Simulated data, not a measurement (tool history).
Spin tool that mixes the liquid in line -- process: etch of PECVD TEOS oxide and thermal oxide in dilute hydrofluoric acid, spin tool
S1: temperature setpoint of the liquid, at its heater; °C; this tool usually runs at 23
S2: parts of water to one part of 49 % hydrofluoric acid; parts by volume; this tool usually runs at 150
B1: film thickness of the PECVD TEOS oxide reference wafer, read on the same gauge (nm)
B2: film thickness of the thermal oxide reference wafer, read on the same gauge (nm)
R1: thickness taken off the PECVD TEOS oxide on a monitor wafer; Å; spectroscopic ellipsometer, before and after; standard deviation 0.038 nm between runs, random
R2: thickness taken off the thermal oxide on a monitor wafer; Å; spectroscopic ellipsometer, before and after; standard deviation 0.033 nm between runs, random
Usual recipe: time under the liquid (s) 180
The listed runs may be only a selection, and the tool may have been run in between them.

Run 1, hour 0: usual settings but time under the liquid (s) 105; B1 129.98; B2 100. Result: R1 54.7 Å, R2 29.1 Å.
Run 2, hour 40: usual settings but time under the liquid (s) 105; B1 130; B2 99.99. Result: R1 54.7 Å, R2 29.1 Å.
Run 3, hour 54.1: usual settings; B1 130.01; B2 100.02. Result: R1 92.9 Å, R2 49.9 Å.
Run 4, hour 62.7: usual settings; B1 130; B2 100. Result: R1 94.6 Å, R2 49.4 Å.
Run 5, hour 77.6: usual settings but S2 220 parts by volume, time under the liquid (s) 70; B1 129.97; B2 99.99. Result: R1 23.3 Å, R2 12.4 Å.
Run 6, hour 94.8: usual settings but S2 120 parts by volume; B1 130.03; B2 100. Result: R1 120.5 Å, R2 64.5 Å.
Run 7, hour 103: usual settings but S2 130 parts by volume, time under the liquid (s) 250; B1 130; B2 100.02. Result: R1 154.2 Å, R2 81.4 Å.
Run 8, hour 110.2: usual settings but time under the liquid (s) 245; B1 129.99; B2 100.02. Result: R1 126.8 Å, R2 67.8 Å.
Run 9, hour 119.2: usual settings; B1 129.98; B2 100. Result: R1 93.7 Å, R2 49.1 Å.
Run 10, hour 134.4: usual settings but S1 19 °C, time under the liquid (s) 115; B1 130.01; B2 100.02. Result: R1 50.8 Å, R2 26.7 Å.
At hour 142.9: hydrofluoric acid flow meter replaced.
Run 11, hour 143.4: usual settings; B1 129.98; B2 100. Result: R1 91.2 Å, R2 48.2 Å.
At hour 155.9: gauge calibrated.
Run 12, hour 160.8: usual settings; B1 130.01; B2 100.01. Result: R1 91 Å, R2 48 Å.
Run 13, hour 174.9: usual settings but S1 20 °C, S2 115 parts by volume, time under the liquid (s) 240; B1 130.05; B2 100.02. Result: R1 145.2 Å, R2 77.1 Å.
Run 14, hour 187.4: usual settings but S2 120 parts by volume; B1 130.06; B2 100.02. Result: R1 117.2 Å, R2 62.5 Å.
Run 15, hour 201.7: usual settings but S1 27 °C; B1 129.99; B2 100.01. Result: R1 106.3 Å, R2 56.6 Å.
At hour 203.8: thermometer replaced.
Run 16, hour 218.7: usual settings but S2 215 parts by volume, time under the liquid (s) 135; B1 129.99; B2 99.99. Result: R1 47.7 Å, R2 25.4 Å.
Run 17, hour 230.7: usual settings but S1 26.5 °C, S2 195 parts by volume, time under the liquid (s) 280; B1 130.02; B2 100.02. Result: R1 127 Å, R2 67.9 Å.
Run 18, hour 246.2: usual settings; B1 129.98; B2 100. Result: R1 97.3 Å, R2 51.7 Å.
Run 19, hour 252.9: usual settings but S1 21 °C, S2 195 parts by volume, time under the liquid (s) 250; B1 130; B2 99.99. Result: R1 92 Å, R2 49.2 Å.
Run 20, hour 269.5: usual settings but S1 26 °C; B1 129.98; B2 99.98. Result: R1 109.3 Å, R2 58.7 Å.
Run 21, hour 282.3: usual settings but S1 18 °C, S2 95 parts by volume, time under the liquid (s) 145; B1 130.02; B2 100.01. Result: R1 107.7 Å, R2 56.9 Å.
Run 22, hour 299.6: usual settings; B1 130.03; B2 100.01. Result: R1 97.1 Å, R2 51.6 Å.
Run 23, hour 308.1: usual settings but S1 24.5 °C, S2 85 parts by volume, time under the liquid (s) 90; B1 130.04; B2 99.97. Result: R1 97.8 Å, R2 52.7 Å.
Run 24, hour 321.9: usual settings; B1 130.02; B2 100.01. Result: R1 98 Å, R2 51.8 Å.
Run 25, hour 342.5: usual settings but S1 20 °C, S2 180 parts by volume, time under the liquid (s) 95; B1 129.98; B2 99.98. Result: R1 37.3 Å, R2 19.4 Å.

What was the tool's hidden state at every run in the log?
gauge reads high (%): 0 on each run
H1: liquid colder than its thermometer reads (K)
H2: hydrofluoric acid flow above the setpoint (%)
run     H1     H2
  1   2.24   2.46
  2   2.28   2.56
  3   2.29   2.59
  4    2.3   2.61
  5   2.31   2.65
  6   2.32   2.69
  7   2.33   2.71
  8   2.34   2.73
  9   2.35   2.75
 10   2.36   2.79
 11   2.37  0.144
 12   2.38  0.187
 13   2.39  0.222
 14    2.4  0.253
 15   2.42  0.288
 16  0.592   0.33
 17  0.603   0.36
 18  0.616  0.398
 19  0.622  0.415
 20  0.636  0.456
 21  0.647  0.487
 22  0.662   0.53
 23  0.669  0.551
 24  0.681  0.585
 25  0.699  0.636
